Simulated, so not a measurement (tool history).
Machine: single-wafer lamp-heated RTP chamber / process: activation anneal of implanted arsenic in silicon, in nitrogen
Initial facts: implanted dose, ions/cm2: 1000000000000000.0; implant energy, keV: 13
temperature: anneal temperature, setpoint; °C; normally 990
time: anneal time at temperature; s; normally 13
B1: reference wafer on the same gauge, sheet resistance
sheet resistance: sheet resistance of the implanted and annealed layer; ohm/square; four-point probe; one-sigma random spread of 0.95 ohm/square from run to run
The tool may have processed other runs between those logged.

{"run": 1, "hour": 0.0, "temperature": 990, "time": 13, "B1": 204.28, "sheet resistance": 161.7}
{"run": 2, "hour": 32.8, "temperature": 990, "time": 11, "B1": 204.06, "sheet resistance": 163.58}
{"run": 3, "hour": 57.7, "temperature": 990, "time": 11, "B1": 204.02, "sheet resistance": 161.35}
{"run": 4, "hour": 76.5, "temperature": 990, "time": 11, "B1": 204.34, "sheet resistance": 162.77}
{"run": 5, "hour": 98.3, "temperature": 1006, "time": 9, "B1": 204.02, "sheet resistance": 156.07}
{"run": 6, "hour": 122.9, "temperature": 1006, "time": 9, "B1": 203.96, "sheet resistance": 154.92}
{"run": 7, "hour": 135.7, "temperature": 1005, "time": 13, "B1": 203.87, "sheet resistance": 149.17}
{"hour": 168.1, "done": "pyrometer window cleaned and pyrometer calibrated"}
{"run": 8, "hour": 168.6, "temperature": 1005, "time": 13, "B1": 204.08, "sheet resistance": 155.96}
{"run": 9, "hour": 182.0, "temperature": 978, "time": 13, "B1": 203.93, "sheet resistance": 170.86}
{"run": 10, "hour": 202.9, "temperature": 1004, "time": 13, "B1": 203.99, "sheet resistance": 153.94}
{"run": 11, "hour": 223.9, "temperature": 1004, "time": 13, "B1": 204.5, "sheet resistance": 154.44}
{"run": 12, "hour": 243.3, "temperature": 990, "time": 13, "B1": 204.2, "sheet resistance": 160.87}
{"run": 13, "hour": 278.9, "temperature": 990, "time": 13, "B1": 203.63, "sheet resistance": 159.67}
{"run": 14, "hour": 308.1, "temperature": 990, "time": 13, "B1": 204.21, "sheet resistance": 159.37}
{"run": 15, "hour": 331.8, "temperature": 990, "time": 13, "B1": 204.37, "sheet resistance": 160.88}
{"run": 16, "hour": 346.0, "temperature": 990, "time": 13, "B1": 204.47, "sheet resistance": 159.79}
{"run": 17, "hour": 378.8, "temperature": 1001, "time": 17, "B1": 203.92, "sheet resistance": 146.68}
{"hour": 396.5, "done": "reflector plate cleaned"}
{"hour": 403.2, "done": "pyrometer window cleaned and pyrometer calibrated"}
{"run": 18, "hour": 413.5, "temperature": 1019, "time": 13, "B1": 204.36, "sheet resistance": 152.84}
{"hour": 445.9, "done": "gauge calibrated"}
{"run": 19, "hour": 447.1, "temperature": 965, "time": 10, "B1": 203.99, "sheet resistance": 185.17}
{"run": 20, "hour": 481.9, "temperature": 967, "time": 13, "B1": 204.23, "sheet resistance": 176.78}
{"run": 21, "hour": 503.7, "temperature": 1013, "time": 6, "B1": 204.19, "sheet resistance": 164.87}
{"run": 22, "hour": 537.1, "temperature": 1005, "time": 13, "B1": 204.46, "sheet resistance": 152.95}
{"run": 23, "hour": 553.4, "temperature": 971, "time": 8, "B1": 203.98, "sheet resistance": 178.73}
{"run": 24, "hour": 571.1, "temperature": 990, "time": 13, "B1": 204.33, "sheet resistance": 160.32}
{"run": 25, "hour": 593.3, "temperature": 975, "time": 20, "B1": 204.14, "sheet resistance": 159.17}
{"hour": 621.2, "done": "pyrometer window cleaned and pyrometer calibrated"}
{"run": 26, "hour": 621.7, "temperature": 976, "time": 13, "B1": 203.98, "sheet resistance": 174.21}
{"run": 27, "hour": 646.1, "temperature": 990, "time": 13, "B1": 204.14, "sheet resistance": 163.05}
{"run": 28, "hour": 672.3, "temperature": 990, "time": 6, "B1": 203.84, "sheet resistance": 175.76}
{"run": 29, "hour": 696.0, "temperature": 990, "time": 8, "B1": 204.07, "sheet resistance": 169.44}
{"run": 30, "hour": 725.6, "temperature": 1002, "time": 18, "B1": 204.52, "sheet resistance": 146.99}
{"run": 31, "hour": 755.5, "temperature": 990, "time": 15, "B1": 203.94, "sheet resistance": 156.24}
{"run": 32, "hour": 794.5, "temperature": 1002, "time": 16, "B1": 204.02, "sheet resistance": 147.99}
{"run": 33, "hour": 812.2, "temperature": 990, "time": 13, "B1": 203.93, "sheet resistance": 158.54}
{"hour": 867.3, "done": "pyrometer window cleaned and pyrometer calibrated"}
{"run": 34, "hour": 867.8, "temperature": 971, "time": 8, "B1": 203.97, "sheet resistance": 183.0}
{"run": 35, "hour": 885.3, "temperature": 979, "time": 13, "B1": 203.73, "sheet resistance": 169.46}
{"run": 36, "hour": 909.6, "temperature": 990, "time": 13, "B1": 203.93, "sheet resistance": 161.24}
{"run": 37, "hour": 935.5, "temperature": 977, "time": 6, "B1": 203.85, "sheet resistance": 180.8}
{"run": 38, "hour": 950.0, "temperature": 966, "time": 10, "B1": 204.18, "sheet resistance": 177.47}

Here are 3 independent what-if runs from the current tool condition. What would each one return?
{"run": "A", "hour": 950.4, "temperature": 990, "time": 18, "B1": "?", "sheet resistance": "?"}
{"run": "B", "hour": 950.4, "temperature": 976, "time": 10, "B1": "?", "sheet resistance": "?"}
{"run": "C", "hour": 950.4, "temperature": 1002, "time": 8, "B1": "?", "sheet resistance": "?"}

run=A B1=203.72 sheet_resistance=154.16
run=B B1=203.72 sheet_resistance=173.55
run=C B1=203.72 sheet_resistance=163.24
Without the tool's hidden state the same runs would have given:
run=A sheet_resistance=164.77
run=B sheet_resistance=182.79
run=C sheet_resistance=172.51
